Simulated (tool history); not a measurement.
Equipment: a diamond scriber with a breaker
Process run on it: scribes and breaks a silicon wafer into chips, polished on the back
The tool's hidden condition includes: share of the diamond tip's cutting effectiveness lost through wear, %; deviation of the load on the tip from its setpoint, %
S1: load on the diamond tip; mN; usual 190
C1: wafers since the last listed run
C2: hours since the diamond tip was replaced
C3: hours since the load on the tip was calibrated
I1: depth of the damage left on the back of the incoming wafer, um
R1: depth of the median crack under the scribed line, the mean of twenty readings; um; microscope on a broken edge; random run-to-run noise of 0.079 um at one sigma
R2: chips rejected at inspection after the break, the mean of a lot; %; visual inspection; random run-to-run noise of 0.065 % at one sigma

Run 1, hour 0: usual settings but S1 223 mN; C1 0; C2 570.8; C3 1819; I1 0.03. Result: R1 6.88 um, R2 1.17 %.
Run 2, hour 15.5: usual settings but S1 158 mN; C1 40; C2 586.3; C3 1834.5; I1 0.03. Result: R1 5.05 um, R2 10.91 %.
Run 3, hour 31.9: usual settings but S1 227 mN; C1 42; C2 602.7; C3 1850.9; I1 0.04. Result: R1 6.89 um, R2 1.12 %.
Run 4, hour 43.9: usual settings but S1 227 mN; C1 31; C2 614.7; C3 1862.9; I1 0.03. Result: R1 6.87 um, R2 1.08 %.
Run 5, hour 60.7: usual settings but S1 227 mN; C1 43; C2 631.5; C3 1879.7; I1 0.01. Result: R1 6.8 um, R2 0.99 %.
Run 6, hour 70.9: usual settings; C1 26; C2 641.7; C3 1889.9; I1 0.01. Result: R1 5.92 um, R2 5.01 %.
Run 7, hour 76.9: usual settings; C1 15; C2 647.7; C3 1895.9; I1 0.04. Result: R1 5.86 um, R2 4.16 %.
Run 8, hour 83.1: usual settings; C1 16; C2 653.9; C3 1902.1; I1 0.03. Result: R1 5.96 um, R2 4.4 %.
Run 9, hour 91.9: usual settings; C1 22; C2 662.7; C3 1910.9; I1 0.02. Result: R1 5.87 um, R2 4.35 %.
Run 10, hour 106.2: usual settings; C1 37; C2 677; C3 1925.2; I1 0.01. Result: R1 5.9 um, R2 3.8 %.
Run 11, hour 122.7: usual settings; C1 42; C2 693.5; C3 1941.7; I1 0.05. Result: R1 5.79 um, R2 4.3 %.
Run 12, hour 130.9: usual settings; C1 21; C2 701.7; C3 1949.9; I1 0.03. Result: R1 5.91 um, R2 4.82 %.
At hour 133.2: diamond tip replaced by a new one.
Run 13, hour 169: usual settings; C1 93; C2 35.8; C3 1988; I1 0.03. Result: R1 6.86 um, R2 1.07 %.
Run 14, hour 183.6: usual settings; C1 37; C2 50.4; C3 2002.6; I1 0.03. Result: R1 6.71 um, R2 1.22 %.
At hour 195.6: load on the tip recalibrated.
Run 15, hour 196.1: usual settings but S1 177 mN; C1 27; C2 62.9; C3 0.5; I1 0.03. Result: R1 6.35 um, R2 2.64 %.
Run 16, hour 202.6: usual settings but S1 226 mN; C1 16; C2 69.4; C3 7; I1 0.02. Result: R1 7.71 um, R2 1.73 %.
Run 17, hour 212: usual settings but S1 173 mN; C1 24; C2 78.8; C3 16.4; I1 0.02. Result: R1 6.14 um, R2 3.03 %.
Run 18, hour 222.5: usual settings but S1 205 mN; C1 27; C2 89.3; C3 26.9; I1 0.02. Result: R1 6.97 um, R2 0.97 %.
Run 19, hour 230.3: usual settings but S1 222 mN; C1 20; C2 97.1; C3 34.7; I1 0.02. Result: R1 7.47 um, R2 1.08 %.
Run 20, hour 243.7: usual settings but S1 240 mN; C1 34; C2 110.5; C3 48.1; I1 0.05. Result: R1 7.84 um, R2 1.98 %.
Run 21, hour 258.8: usual settings but S1 140 mN; C1 39; C2 125.6; C3 63.2; I1 0.05. Result: R1 4.99 um, R2 13.07 %.
Run 22, hour 272.6: usual settings but S1 139 mN; C1 35; C2 139.4; C3 77; I1 0.05. Result: R1 4.99 um, R2 12.61 %.
Run 23, hour 287.8: usual settings; C1 39; C2 154.6; C3 92.2; I1 0.02. Result: R1 6.34 um, R2 1.95 %.
Run 24, hour 303.1: usual settings but S1 230 mN; C1 39; C2 169.9; C3 107.5; I1 0.02. Result: R1 7.48 um, R2 1.23 %.
Run 25, hour 310.8: usual settings but S1 224 mN; C1 19; C2 177.6; C3 115.2; I1 0.05. Result: R1 7.4 um, R2 0.84 %.
Run 26, hour 328.4: usual settings but S1 140 mN; C1 45; C2 195.2; C3 132.8; I1 0.01. Result: R1 4.78 um, R2 13.66 %.
Run 27, hour 336.9: usual settings but S1 140 mN; C1 22; C2 203.7; C3 141.3; I1 0.04. Result: R1 4.86 um, R2 12.79 %.
Run 28, hour 350.2: usual settings; C1 34; C2 217; C3 154.6; I1 0.03. Result: R1 6.19 um, R2 2.47 %.
Run 29, hour 361.5: usual settings but S1 150 mN; C1 29; C2 228.3; C3 165.9; I1 0.05. Result: R1 5.07 um, R2 11.53 %.
Run 30, hour 378.1: usual settings but S1 242 mN; C1 43; C2 244.9; C3 182.5; I1 0.05. Result: R1 7.51 um, R2 1.23 %.

List, for all runs, the conditions of the tool that the log does not record:
deviation of the load on the tip from its setpoint, %: 0, the same for each run
H1: share of the diamond tip's cutting effectiveness lost through wear, %
run    H1
  1  24.2
  2  24.3
  3  24.4
  4  24.4
  5  24.5
  6  24.6
  7  24.6
  8  24.7
  9  24.7
 10  24.8
 11  24.8
 12  24.9
 13  6.28
 14  7.58
 15  8.63
 16  9.15
 17  9.87
 18  10.6
 19  11.2
 20  12.1
 21    13
 22  13.8
 23  14.7
 24  15.4
 25  15.8
 26  16.6
 27    17
 28  17.5
 29  17.9
 30  18.5
